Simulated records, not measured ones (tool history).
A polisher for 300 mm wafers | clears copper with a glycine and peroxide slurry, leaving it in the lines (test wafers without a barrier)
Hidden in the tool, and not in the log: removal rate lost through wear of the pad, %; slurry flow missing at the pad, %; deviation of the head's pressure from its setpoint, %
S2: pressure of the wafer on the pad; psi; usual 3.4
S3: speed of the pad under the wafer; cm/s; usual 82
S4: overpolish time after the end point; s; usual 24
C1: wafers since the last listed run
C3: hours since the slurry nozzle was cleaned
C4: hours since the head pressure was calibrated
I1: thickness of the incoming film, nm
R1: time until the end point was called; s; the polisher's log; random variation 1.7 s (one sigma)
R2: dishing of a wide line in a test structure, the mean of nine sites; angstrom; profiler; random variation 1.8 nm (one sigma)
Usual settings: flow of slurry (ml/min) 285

Run 1, hour 0: usual settings but S2 4 psi, S3 68 cm/s; C1 0; wafers polished on this pad 638; C3 406.6; C4 180; I1 584.9. Result: R1 94.9 s, R2 879 angstrom.
Run 2, hour 14.9: usual settings but S2 4 psi, S3 68 cm/s; C1 108; wafers polished on this pad 747; C3 421.5; C4 194.9; I1 590.9. Result: R1 95.4 s, R2 859 angstrom.
Run 3, hour 27.1: usual settings but S2 4 psi, S3 68 cm/s; C1 89; wafers polished on this pad 836; C3 433.7; C4 207.1; I1 587.2. Result: R1 92.5 s, R2 870 angstrom.
At hour 41.5: worn pad replaced by a new one.
Run 4, hour 55.7: usual settings; C1 179; wafers polished on this pad 103; C3 462.3; C4 235.7; I1 590.3. Result: R1 92.3 s, R2 868 angstrom.
Run 5, hour 83.6: usual settings; C1 203; wafers polished on this pad 307; C3 490.2; C4 263.6; I1 594.7. Result: R1 92.6 s, R2 895 angstrom.
Run 6, hour 103.6: usual settings; C1 146; wafers polished on this pad 453; C3 510.2; C4 283.6; I1 579.8. Result: R1 91.8 s, R2 885 angstrom.
Run 7, hour 128.6: usual settings; C1 182; wafers polished on this pad 635; C3 535.2; C4 308.6; I1 601.4. Result: R1 94.7 s, R2 896 angstrom.
At hour 158.9: worn pad replaced by a new one.
Run 8, hour 159.4: usual settings; C1 195; wafers polished on this pad 3; C3 566; C4 339.4; I1 592.4. Result: R1 94.6 s, R2 906 angstrom.
Run 9, hour 224.7: usual settings; C1 476; wafers polished on this pad 480; C3 631.3; C4 404.7; I1 590.7. Result: R1 92.9 s, R2 912 angstrom.
Run 10, hour 250.7: usual settings; C1 189; wafers polished on this pad 669; C3 657.3; C4 430.7; I1 590.8. Result: R1 92.2 s, R2 873 angstrom.
Run 11, hour 267.8: usual settings; C1 124; wafers polished on this pad 794; C3 674.4; C4 447.8; I1 596. Result: R1 90.6 s, R2 891 angstrom.
At hour 281.5: head pressure recalibrated.
Run 12, hour 282: usual settings; C1 89; wafers polished on this pad 883; C3 688.6; C4 0.5; I1 588.4. Result: R1 97.8 s, R2 854 angstrom.
Run 13, hour 300.9: usual settings but flow of slurry (ml/min) 215, S3 74 cm/s; C1 137; wafers polished on this pad 1021; C3 707.5; C4 19.4; I1 587.4. Result: R1 108.9 s, R2 800 angstrom.
At hour 306.1: worn pad replaced by a new one.
Run 14, hour 322.4: usual settings but flow of slurry (ml/min) 230, S2 3 psi, S3 62 cm/s, S4 14 s; C1 127; wafers polished on this pad 118; C3 729; C4 40.9; I1 588.5. Result: R1 132.6 s, R2 433 angstrom.
Run 15, hour 382.2: usual settings; C1 436; wafers polished on this pad 555; C3 788.8; C4 100.7; I1 592.8. Result: R1 96.3 s, R2 850 angstrom.
Run 16, hour 409.4: usual settings but S4 12 s; C1 198; wafers polished on this pad 754; C3 816; C4 127.9; I1 585.9. Result: R1 92 s, R2 512 angstrom.
At hour 428.3: slurry nozzle cleaned.
At hour 431.2: worn pad replaced by a new one.
Run 17, hour 441.6: usual settings but S2 3.8 psi, S4 36 s; C1 207; wafers polished on this pad 76; C3 13.3; C4 160.1; I1 579.3. Result: R1 84.1 s, R2 1217 angstrom.

Run 18 comes next. What will it give?
Run 18, hour 464: usual settings; C1 163; wafers polished on this pad 239; C3 35.7; C4 182.5; I1 594.2. Result: R1 ?, R2 ?.

{"run 18": {"R1": 97, "R2": 858}}
Without the tool's hidden state the same run would have given R1 99.3 s, R2 843 angstrom.

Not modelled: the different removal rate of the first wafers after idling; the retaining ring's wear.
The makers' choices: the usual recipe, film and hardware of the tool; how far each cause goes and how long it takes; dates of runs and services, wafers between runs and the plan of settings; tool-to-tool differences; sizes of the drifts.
